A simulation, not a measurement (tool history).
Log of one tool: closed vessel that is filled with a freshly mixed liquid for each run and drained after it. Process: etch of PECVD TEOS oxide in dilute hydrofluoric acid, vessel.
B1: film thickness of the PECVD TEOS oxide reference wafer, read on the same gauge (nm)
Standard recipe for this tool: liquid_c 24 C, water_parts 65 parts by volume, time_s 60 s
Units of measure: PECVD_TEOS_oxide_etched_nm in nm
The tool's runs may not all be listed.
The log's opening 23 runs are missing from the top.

{"run": 24, "hour": 635.4, "liquid_c": 22.5, "water_parts": 85, "time_s": 45, "B1": 69.99, "PECVD_TEOS_oxide_etched_nm": 6.21}
{"run": 25, "hour": 662.0, "liquid_c": 24, "water_parts": 65, "time_s": 60, "B1": 69.99, "PECVD_TEOS_oxide_etched_nm": 11.81}
{"run": 26, "hour": 695.0, "liquid_c": 20, "water_parts": 55, "time_s": 95, "B1": 70.02, "PECVD_TEOS_oxide_etched_nm": 18.78}
{"run": 27, "hour": 722.6, "liquid_c": 26, "water_parts": 85, "time_s": 85, "B1": 70, "PECVD_TEOS_oxide_etched_nm": 13.39}
{"run": 28, "hour": 742.1, "liquid_c": 24, "water_parts": 50, "time_s": 60, "B1": 70, "PECVD_TEOS_oxide_etched_nm": 15.59}
{"run": 29, "hour": 758.8, "liquid_c": 28, "water_parts": 75, "time_s": 40, "B1": 70, "PECVD_TEOS_oxide_etched_nm": 7.88}
{"run": 30, "hour": 775.1, "liquid_c": 24, "water_parts": 65, "time_s": 60, "B1": 70.01, "PECVD_TEOS_oxide_etched_nm": 11.74}
{"run": 31, "hour": 809.7, "liquid_c": 24, "water_parts": 90, "time_s": 70, "B1": 70.01, "PECVD_TEOS_oxide_etched_nm": 9.5}
{"run": 32, "hour": 836.9, "liquid_c": 24, "water_parts": 65, "time_s": 50, "B1": 70, "PECVD_TEOS_oxide_etched_nm": 9.76}

What if the next run were any one of these 5? Each begins from the tool's condition after run 32:
{"run": "A", "hour": 837.6, "liquid_c": 24, "water_parts": 55, "time_s": 60, "B1": "?", "PECVD_TEOS_oxide_etched_nm": "?"}
{"run": "B", "hour": 837.6, "liquid_c": 24, "water_parts": 45, "time_s": 60, "B1": "?", "PECVD_TEOS_oxide_etched_nm": "?"}
{"run": "C", "hour": 837.6, "liquid_c": 22, "water_parts": 85, "time_s": 60, "B1": "?", "PECVD_TEOS_oxide_etched_nm": "?"}
{"run": "D", "hour": 837.6, "liquid_c": 24, "water_parts": 95, "time_s": 70, "B1": "?", "PECVD_TEOS_oxide_etched_nm": "?"}
{"run": "E", "hour": 837.6, "liquid_c": 20, "water_parts": 45, "time_s": 85, "B1": "?", "PECVD_TEOS_oxide_etched_nm": "?"}

run=A B1=70.01 PECVD_TEOS_oxide_etched_nm=13.98
run=B B1=70.01 PECVD_TEOS_oxide_etched_nm=17.31
run=C B1=70.01 PECVD_TEOS_oxide_etched_nm=8.03
run=D B1=70.01 PECVD_TEOS_oxide_etched_nm=8.97
run=E B1=70.01 PECVD_TEOS_oxide_etched_nm=20.72
Had the tool no hidden state, the same runs would have come out as:
run=A PECVD_TEOS_oxide_etched_nm=14.19
run=B PECVD_TEOS_oxide_etched_nm=17.57
run=C PECVD_TEOS_oxide_etched_nm=8.15
run=D PECVD_TEOS_oxide_etched_nm=9.11
run=E PECVD_TEOS_oxide_etched_nm=21.05

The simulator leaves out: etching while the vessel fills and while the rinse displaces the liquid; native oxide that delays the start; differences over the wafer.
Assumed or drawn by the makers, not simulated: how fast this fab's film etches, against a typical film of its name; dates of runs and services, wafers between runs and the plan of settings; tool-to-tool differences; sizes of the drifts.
